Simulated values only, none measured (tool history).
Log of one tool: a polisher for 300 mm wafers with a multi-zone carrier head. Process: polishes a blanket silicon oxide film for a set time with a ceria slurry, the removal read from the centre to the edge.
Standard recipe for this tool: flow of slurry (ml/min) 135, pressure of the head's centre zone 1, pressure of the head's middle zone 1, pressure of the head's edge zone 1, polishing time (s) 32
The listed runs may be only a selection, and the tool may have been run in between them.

| run | hour | flow of slurry (ml/min) | pressure of the head's centre zone | pressure of the head's middle zone | pressure of the head's edge zone | polishing time (s) | wafers since the last listed run | wafers polished on this pad | hours since the slurry nozzle was cleaned | hours since the centre zone pressure was calibrated | hours since the edge zone pressure was calibrated | hours since the carrier head's membrane was replaced | incoming thickness of the incoming film, nm | film removed at the wafer's centre (nm) | film removed at mid-radius (nm) | film removed at the wafer's edge (nm) |
|---|---|---|---|---|---|---|---|---|---|---|---|---|---|---|---|---|
| 1 | 0 | 135 | 1 | 1 | 1 | 32 | 0 | 667 | 420.8 | 621.8 | 93 | 1074.5 | 897.6 | 155.1 | 160 | 156.1 |
|  | 43.8 | slurry nozzle cleaned |
| 2 | 67.3 | 135 | 1 | 0.94 | 1 | 32 | 947 | 1614 | 23.5 | 689.1 | 160.3 | 1141.8 | 912.5 | 161.3 | 155.5 | 165.7 |
| 3 | 174.4 | 135 | 1 | 0.94 | 1 | 32 | 1529 | 3144 | 130.6 | 796.2 | 267.4 | 1248.9 | 902.8 | 162.4 | 151.9 | 164 |
|  | 195.8 | centre zone pressure recalibrated |
|  | 259.8 | worn pad replaced by a new one |
| 4 | 261.7 | 145 | 1 | 1 | 1 | 32 | 1161 | 27 | 217.9 | 65.9 | 354.7 | 1336.2 | 912 | 159.9 | 164.7 | 162.7 |
| 5 | 323.3 | 135 | 1 | 1 | 1 | 28 | 879 | 907 | 279.5 | 127.5 | 416.3 | 1397.8 | 915.6 | 138.4 | 140.9 | 139.1 |
| 6 | 392.8 | 135 | 1 | 1 | 1 | 28 | 992 | 1900 | 349 | 197 | 485.8 | 1467.3 | 917.2 | 134.7 | 137.7 | 138.6 |
| 7 | 434 | 135 | 1 | 1 | 0.93 | 32 | 588 | 2488 | 390.2 | 238.2 | 527 | 1508.5 | 899.2 | 153.1 | 159.7 | 154 |
| 8 | 521.3 | 135 | 1 | 1 | 1 | 32 | 1247 | 3735 | 477.5 | 325.5 | 614.3 | 1595.8 | 924.9 | 152.8 | 154.2 | 154.7 |
|  | 532.9 | slurry nozzle cleaned |
| 9 | 592.2 | 135 | 1 | 1 | 1 | 32 | 998 | 4734 | 59.3 | 396.4 | 685.2 | 1666.7 | 910.2 | 162.2 | 163.9 | 161 |
|  | 598.1 | worn pad replaced by a new one, of another model than before |
|  | 656.8 | edge zone pressure recalibrated |
| 10 | 683.2 | 135 | 1 | 1 | 1 | 32 | 1214 | 1186 | 150.3 | 487.4 | 26.4 | 1757.7 | 907.3 | 159.9 | 166.3 | 163.1 |
| 11 | 740.1 | 135 | 1.06 | 0.96 | 1.11 | 32 | 812 | 1999 | 207.2 | 544.3 | 83.3 | 1814.6 | 912.3 | 171.8 | 156.8 | 170.2 |
|  | 752.8 | carrier head's membrane replaced by a new one |
| 12 | 815.7 | 135 | 1 | 1.09 | 1 | 32 | 1008 | 3007 | 282.8 | 619.9 | 158.9 | 62.9 | 908.4 | 159.9 | 175.4 | 159.7 |
| 13 | 923.2 | 180 | 0.9 | 1 | 1 | 40 | 1535 | 4543 | 390.3 | 727.4 | 266.4 | 170.4 | 909.2 | 187.3 | 207.7 | 206.7 |
|  | 961.3 | worn pad replaced by a new one |
| 14 | 990.4 | 135 | 1 | 1 | 0.88 | 32 | 902 | 415 | 457.5 | 794.6 | 333.6 | 237.6 | 900.8 | 159.9 | 159.9 | 153.2 |
|  | 1005.3 | slurry nozzle cleaned |
|  | 1017.3 | centre zone pressure recalibrated |
| 15 | 1045.7 | 105 | 1 | 1.09 | 1.04 | 32 | 747 | 1162 | 40.4 | 28.4 | 388.9 | 292.9 | 903 | 157.9 | 172.6 | 163.8 |
| 16 | 1083.2 | 135 | 1 | 1 | 0.88 | 32 | 535 | 1697 | 77.9 | 65.9 | 426.4 | 330.4 | 908.4 | 162.7 | 166.1 | 157.1 |
| 17 | 1139.8 | 135 | 1 | 1 | 1 | 32 | 808 | 2506 | 134.5 | 122.5 | 483 | 387 | 919.3 | 161.4 | 166.4 | 162.2 |
| 18 | 1202.5 | 135 | 1 | 1 | 1 | 32 | 895 | 3402 | 197.2 | 185.2 | 545.7 | 449.7 | 913.9 | 163.3 | 163.1 | 163.4 |
| 19 | 1256.5 | 135 | 0.88 | 1 | 0.94 | 26 | 771 | 4173 | 251.2 | 239.2 | 599.7 | 503.7 | 906.5 | 115.8 | 134 | 129.3 |
|  | 1321.3 | worn pad replaced by a new one |
| 20 | 1352.8 | 135 | 1.12 | 1 | 1 | 32 | 1318 | 449 | 347.5 | 335.5 | 696 | 600 | 914.3 | 178.6 | 161.9 | 162.8 |
| 21 | 1406.4 | 135 | 1 | 1 | 1 | 32 | 765 | 1215 | 401.1 | 389.1 | 749.6 | 653.6 | 896.4 | 158.8 | 161.4 | 161.1 |
|  | 1487.7 | slurry nozzle cleaned |
|  | 1497.1 | edge zone pressure recalibrated |
| 22 | 1502 | 135 | 1 | 1 | 1 | 32 | 1322 | 2538 | 14.3 | 484.7 | 4.9 | 749.2 | 912.9 | 164.4 | 165.9 | 165.3 |
| 23 | 1590 | 135 | 1 | 1 | 1 | 29 | 1257 | 3795 | 102.3 | 572.7 | 92.9 | 837.2 | 892.8 | 147.6 | 149.1 | 148.1 |

How would selected steps in film removed at the wafer's centre (nm) from run to run divide? Give the signed amount a tool lacking its hidden state would still show from settings, what came in and random variation, and the signed amount left for the hidden state, including any gauge scatter that is not in both of the compared results.
Hidden state at play: removal rate lost through wear of the pad, %; slurry flow missing at the pad, %; deviation of the centre zone's pressure from its setpoint, %; deviation of the edge zone's pressure from its setpoint, %.
Run 1 -> 2: pressure of the head's middle zone 1 -> 0.94, slurry nozzle cleaned. film removed at the wafer's centre (nm) +6.2: hidden state +8.7, all else -2.5.
Run 8 -> 9: slurry nozzle cleaned. film removed at the wafer's centre (nm) +9.4: hidden state +11.1, all else -1.7.
Run 18 -> 19: pressure of the head's centre zone 1 -> 0.88, pressure of the head's edge zone 1 -> 0.94, polishing time (s) 32 -> 26. film removed at the wafer's centre (nm) -47.5: hidden state +0.2, all else -47.7.
Run 19 -> 20: pressure of the head's centre zone 0.88 -> 1.12, pressure of the head's edge zone 0.94 -> 1, polishing time (s) 26 -> 32, worn pad replaced by a new one. film removed at the wafer's centre (nm) +62.8: hidden state -2.5, all else +65.3.
